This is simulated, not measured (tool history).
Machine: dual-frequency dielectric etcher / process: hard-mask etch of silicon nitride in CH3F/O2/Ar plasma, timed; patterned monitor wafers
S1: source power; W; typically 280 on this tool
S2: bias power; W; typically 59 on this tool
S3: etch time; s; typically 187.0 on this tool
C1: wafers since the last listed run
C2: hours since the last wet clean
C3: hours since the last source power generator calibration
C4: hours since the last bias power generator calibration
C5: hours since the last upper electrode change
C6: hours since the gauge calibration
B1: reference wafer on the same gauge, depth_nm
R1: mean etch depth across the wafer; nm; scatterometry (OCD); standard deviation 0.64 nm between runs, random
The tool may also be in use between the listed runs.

run	day	S1	S2	S3	C1	C2	C3	C4	C5	C6	B1	R1
1	0.000	280	55	187.0	0	455.2	3472.8	2310.1	499.5	4474.2	138.1	113.5
2	3.996	320	59	165.5	911	551.1	3568.7	2406.0	595.4	4570.1	137.9	105.3
3	5.579	320	59	165.5	361	589.1	3606.7	2444.0	633.4	4608.1	138.1	106.2
4	7.779	280	59	187.0	501	641.9	3659.5	2496.8	686.2	4660.9	137.9	113.7
5	10.850	280	67	187.0	700	715.6	3733.2	2570.5	759.9	4734.6	137.9	116.2
# day 10.854: gauge calibrated
# day 13.350: wet clean of the chamber
6	13.371	230	67	187.0	346	0.5	3793.7	2631.0	820.4	60.4	138.0	111.3
# day 15.688: bias power generator calibrated
7	16.075	280	59	187.0	578	65.4	3858.6	9.3	885.3	125.3	138.0	115.5
8	18.588	280	73	228.0	573	125.7	3918.9	69.6	945.6	185.6	137.9	148.6
9	22.708	230	59	187.0	939	224.6	4017.8	168.5	1044.5	284.5	137.8	107.4
10	24.725	280	59	169.5	459	273.0	4066.2	216.9	1092.9	332.9	138.1	103.7
11	28.188	280	59	187.0	789	356.1	4149.3	300.0	1176.0	416.0	138.1	114.8
12	31.875	280	50	187.0	841	444.6	4237.8	388.5	1264.5	504.5	138.1	110.9
13	34.604	320	59	187.0	622	510.1	4303.3	454.0	1330.0	570.0	138.1	121.2
14	36.221	280	59	218.0	368	548.9	4342.1	492.8	1368.8	608.8	138.1	132.3
15	39.438	250	52	148.5	733	626.1	4419.3	570.0	1446.0	686.0	138.0	84.9
16	43.904	310	59	146.0	1018	733.3	4526.5	677.2	1553.2	793.2	137.9	91.6
17	47.025	280	55	146.0	711	808.2	4601.4	752.1	1628.1	868.1	137.7	86.8
# day 54.029: wet clean of the chamber
18	59.221	280	59	162.5	2553	124.6	4894.1	1044.8	1920.8	1160.8	138.1	100.7
19	62.754	280	71	187.0	805	209.4	4978.9	1129.6	2005.6	1245.6	137.9	120.2
20	64.521	280	59	162.5	402	251.8	5021.3	1172.0	2048.0	1288.0	137.9	100.8

What will run 21 give?
# day 65.354: source power generator calibrated
21	67.329	310	59	235.5	602	319.2	47.4	1239.4	2115.4	1355.4	?	?

Run 21 gave B1 138.1, R1 151.4 nm.
Had the tool carried no hidden state, the very same run would have given R1 153.2 nm.
